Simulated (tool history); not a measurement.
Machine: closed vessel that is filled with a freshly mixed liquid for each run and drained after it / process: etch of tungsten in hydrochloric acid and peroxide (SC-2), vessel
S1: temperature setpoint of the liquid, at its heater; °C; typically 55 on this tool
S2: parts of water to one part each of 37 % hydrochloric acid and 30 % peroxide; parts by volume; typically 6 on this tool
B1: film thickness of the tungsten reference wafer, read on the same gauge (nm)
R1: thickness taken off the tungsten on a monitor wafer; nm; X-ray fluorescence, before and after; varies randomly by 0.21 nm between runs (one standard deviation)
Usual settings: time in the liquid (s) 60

{"run": 1, "day": 0.0, "S1": 55, "S2": 6, "time in the liquid (s)": 60, "B1": 130.02, "R1": 25.38}
{"run": 2, "day": 0.258, "S1": 55, "S2": 6, "time in the liquid (s)": 60, "B1": 129.98, "R1": 24.79}
{"run": 3, "day": 0.992, "S1": 55, "S2": 6, "time in the liquid (s)": 35, "B1": 130.01, "R1": 14.66}
{"run": 4, "day": 1.358, "S1": 55, "S2": 6, "time in the liquid (s)": 60, "B1": 130.01, "R1": 25.1}
{"run": 5, "day": 1.933, "S1": 55, "S2": 6, "time in the liquid (s)": 60, "B1": 130, "R1": 25.27}
{"run": 6, "day": 2.208, "S1": 55, "S2": 6, "time in the liquid (s)": 60, "B1": 130, "R1": 25.4}
{"run": 7, "day": 2.567, "S1": 55, "S2": 6, "time in the liquid (s)": 75, "B1": 129.99, "R1": 31.58}
{"day": 2.688, "done": "chemicals flow meter replaced"}
{"run": 8, "day": 4.542, "S1": 58, "S2": 6, "time in the liquid (s)": 60, "B1": 130, "R1": 30.82}
{"run": 9, "day": 4.85, "S1": 62.5, "S2": 7.5, "time in the liquid (s)": 35, "B1": 129.99, "R1": 19.9}
{"run": 10, "day": 5.192, "S1": 58, "S2": 6, "time in the liquid (s)": 60, "B1": 129.99, "R1": 30.5}
{"run": 11, "day": 5.508, "S1": 50, "S2": 9, "time in the liquid (s)": 30, "B1": 130.01, "R1": 6.67}
{"run": 12, "day": 5.775, "S1": 51.5, "S2": 8.5, "time in the liquid (s)": 45, "B1": 130, "R1": 11.65}
{"run": 13, "day": 6.521, "S1": 61, "S2": 7.5, "time in the liquid (s)": 60, "B1": 130.01, "R1": 31.35}
{"run": 14, "day": 7.262, "S1": 55, "S2": 6, "time in the liquid (s)": 60, "B1": 130, "R1": 25.78}
{"run": 15, "day": 7.629, "S1": 64, "S2": 4.5, "time in the liquid (s)": 60, "B1": 130, "R1": 56.17}

The next listed run, before its measurement:
{"run": 16, "day": 8.967, "S1": 55, "S2": 6, "time in the liquid (s)": 60, "B1": "?", "R1": "?"}

{"run 16": {"B1": 130.02, "R1": 25.97}}
Minus the tool's unlogged condition, the same run would have read R1 26.86 nm.

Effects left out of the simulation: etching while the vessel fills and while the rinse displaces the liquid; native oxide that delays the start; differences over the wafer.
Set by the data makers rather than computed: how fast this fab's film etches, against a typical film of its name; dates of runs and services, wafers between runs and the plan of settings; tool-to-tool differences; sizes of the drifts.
